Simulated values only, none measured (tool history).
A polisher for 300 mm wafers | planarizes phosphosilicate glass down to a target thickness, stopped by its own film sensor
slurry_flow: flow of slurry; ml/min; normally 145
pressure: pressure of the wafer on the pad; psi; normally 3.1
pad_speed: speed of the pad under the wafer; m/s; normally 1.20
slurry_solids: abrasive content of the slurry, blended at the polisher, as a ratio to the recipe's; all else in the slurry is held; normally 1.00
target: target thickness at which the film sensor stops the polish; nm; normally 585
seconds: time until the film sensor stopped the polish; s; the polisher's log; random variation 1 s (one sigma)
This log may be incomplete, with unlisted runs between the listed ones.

run    hour  slurry_flow  pressure  pad_speed  slurry_solids  target  wafers since the last listed run  wafers polished on this pad  hours since the slurry nozzle was cleaned  hours since the head pressure was calibrated  hours since the slurry blender was calibrated  hours since the conditioning disc was replaced  incoming thickness of the incoming film, nm  seconds
  1     0.0          125       3.1       1.20           1.00     479                                 0                         1253                                      236.5                                        1111.2                                            1.8                                           256.4                                       1203.4    103.2
       22.0  -- slurry nozzle cleaned
       64.7  -- worn pad replaced by a new one
  2    65.2          125       3.1       1.20           1.00     479                               528                            4                                       43.2                                        1176.4                                           67.0                                           321.6                                       1210.0    106.0
       88.0  -- conditioning disc replaced and pad reconditioned
  3   117.1          125       3.1       1.20           1.00     479                               438                          442                                       95.1                                        1228.3                                          118.9                                            29.1                                       1193.6     94.4
  4   203.1          145       3.1       1.20           1.00     585                               754                         1197                                      181.1                                        1314.3                                          204.9                                           115.1                                       1215.7     86.1
      269.5  -- slurry nozzle cleaned
      281.6  -- worn pad replaced by a new one
  5   308.9          145       3.1       1.20           1.00     585                               884                          239                                       39.4                                        1420.1                                          310.7                                           220.9                                       1192.2     86.5
      384.1  -- conditioning disc replaced and pad reconditioned
  6   403.7          145       3.1       1.20           1.00     585                               814                         1054                                      134.2                                        1514.9                                          405.5                                            19.6                                       1189.4     77.0
      419.8  -- head pressure recalibrated
      491.5  -- slurry blender recalibrated
  7   507.2          145       3.1       1.20           1.00     585                               873                         1927                                      237.7                                          87.4                                           15.7                                           123.1                                       1188.2     79.5
      529.1  -- slurry nozzle cleaned
      536.9  -- worn pad replaced by a new one
  8   600.4          145       3.1       1.20           1.00     585                               774                          557                                       71.3                                         180.6                                          108.9                                           216.3                                       1191.2     84.9
  9   706.6          170       3.1       1.38           1.30     738                               932                         1489                                      177.5                                         286.8                                          215.1                                           322.5                                       1213.8     53.0
      723.5  -- conditioning disc replaced and pad reconditioned
 10   750.0          145       3.1       0.84           0.90     673                               363                         1853                                      220.9                                         330.2                                          258.5                                            26.5                                       1187.9     91.0
      759.8  -- slurry nozzle cleaned
      781.4  -- worn pad replaced by a new one
 11   834.8          195       3.1       0.98           1.00     585                               700                          468                                       75.0                                         415.0                                          343.3                                           111.3                                       1211.0     93.3
 12   927.4          145       3.4       0.98           1.15     782                               812                         1281                                      167.6                                         507.6                                          435.9                                           203.9                                       1190.6     57.2
      963.0  -- slurry blender recalibrated
 13   977.8          145       3.1       1.20           1.00     585                               424                         1706                                      218.0                                         558.0                                           14.8                                           254.3                                       1194.8     83.2
     1015.2  -- conditioning disc replaced and pad reconditioned
 14  1017.8          145       3.1       1.20           1.00     585                               333                         2039                                      258.0                                         598.0                                           54.8                                             2.6                                       1209.4     79.5
     1023.3  -- slurry nozzle cleaned
     1049.7  -- worn pad replaced by a new one
 15  1091.5          145       3.1       1.20           0.75     585                               603                          367                                       68.2                                         671.7                                          128.5                                            76.3                                       1198.6     95.0
 16  1158.2          145       3.1       1.20           1.00     677                               585                          952                                      134.9                                         738.4                                          195.2                                           143.0                                       1199.8     73.1
 17  1207.2          105       3.7       1.50           1.00     585                               430                         1382                                      183.9                                         787.4                                          244.2                                           192.0                                       1190.6     66.1

What differs in the tool's unlogged condition from the final listed run ahead of each entry between runs to the first listed run following it?
From run 1 to run 2: slurry nozzle cleaned (hour 22.0); worn pad replaced by a new one (hour 64.7)
  time polished since the conditioner stopped cutting, s: 194 -> 204
  measured minus no-state result, seconds: +11.9 -> +12.8 s
From run 2 to run 3: conditioning disc replaced and pad reconditioned (hour 88.0)
  time polished since the conditioner stopped cutting, s: 204 -> 81.7
  measured minus no-state result, seconds: +12.8 -> +5.2 s
From run 4 to run 5: slurry nozzle cleaned (hour 269.5); worn pad replaced by a new one (hour 281.6)
  time polished since the conditioner stopped cutting, s: 170 -> 217
  measured minus no-state result, seconds: +8.9 -> +11.0 s
From run 5 to run 6: conditioning disc replaced and pad reconditioned (hour 384.1)
  time polished since the conditioner stopped cutting, s: 217 -> 48.7
  measured minus no-state result, seconds: +11.0 -> +2.6 s
From run 6 to run 7: head pressure recalibrated (hour 419.8); slurry blender recalibrated (hour 491.5)
  time polished since the conditioner stopped cutting, s: 48.7 -> 157
  measured minus no-state result, seconds: +2.6 -> +7.7 s
From run 7 to run 8: slurry nozzle cleaned (hour 529.1); worn pad replaced by a new one (hour 536.9)
  time polished since the conditioner stopped cutting, s: 157 -> 197
  measured minus no-state result, seconds: +7.7 -> +10.0 s
From run 9 to run 10: conditioning disc replaced and pad reconditioned (hour 723.5)
  time polished since the conditioner stopped cutting, s: 217 -> 53.1
  measured minus no-state result, seconds: +7.4 -> +2.4 s
From run 10 to run 11: slurry nozzle cleaned (hour 759.8); worn pad replaced by a new one (hour 781.4)
  time polished since the conditioner stopped cutting, s: 53.1 -> 142
  measured minus no-state result, seconds: +2.4 -> +7.0 s
From run 12 to run 13: slurry blender recalibrated (hour 963.0)
  time polished since the conditioner stopped cutting, s: 187 -> 200
  measured minus no-state result, seconds: +5.9 -> +9.9 s
From run 13 to run 14: conditioning disc replaced and pad reconditioned (hour 1015.2)
  time polished since the conditioner stopped cutting, s: 200 -> 26.8
  measured minus no-state result, seconds: +9.9 -> +1.5 s
From run 14 to run 15: slurry nozzle cleaned (hour 1023.3); worn pad replaced by a new one (hour 1049.7)
  time polished since the conditioner stopped cutting, s: 26.8 -> 127
  measured minus no-state result, seconds: +1.5 -> +7.7 s
